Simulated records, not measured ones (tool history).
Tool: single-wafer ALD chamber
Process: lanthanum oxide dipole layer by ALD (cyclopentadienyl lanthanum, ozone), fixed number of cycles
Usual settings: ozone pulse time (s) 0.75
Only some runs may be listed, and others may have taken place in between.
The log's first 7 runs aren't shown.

run	hour	ozone pulse time (s)	wafers since the last listed run	hours since the last thermocouple change	hours since the last ozone generator service	hours since the showerhead was replaced	hours since the gauge calibration	read-back reference wafer on the same gauge, thickness_nm	mean film thickness on the monitor wafer (Å)
8	99.3	0.75	169	950.2	408.1	5547.3	506.1	0.502	4.85
9	112.3	0.83	198	963.2	421.1	5560.3	519.1	0.502	5.15
10	121.5	0.62	140	972.4	430.3	5569.5	528.3	0.502	4.12
11	135.8	0.75	218	986.7	444.6	5583.8	542.6	0.502	4.85
12	160.7	0.75	380	1011.6	469.5	5608.7	567.5	0.502	4.86
# hour 177.2: ozone generator serviced
13	177.7	0.57	137	1028.6	0.5	5625.7	584.5	0.502	3.76
14	184.5	0.75	103	1035.4	7.3	5632.5	591.3	0.502	4.85
# hour 190.2: gauge calibrated
15	191.7	0.75	109	1042.6	14.5	5639.7	1.5	0.502	4.84
16	209.6	0.58	273	1060.5	32.4	5657.6	19.4	0.502	3.82
17	216.8	0.75	109	1067.7	39.6	5664.8	26.6	0.502	4.85

The next listed run, before its measurement:
18	225.8	0.64	137	1076.7	48.6	5673.8	35.6	?	?

{"run 18": {"read-back reference wafer on the same gauge, thickness_nm": 0.502, "mean film thickness on the monitor wafer (Å)": 4.25}}
With no hidden state in the tool, this same run would have given mean film thickness on the monitor wafer (Å) 4.25.
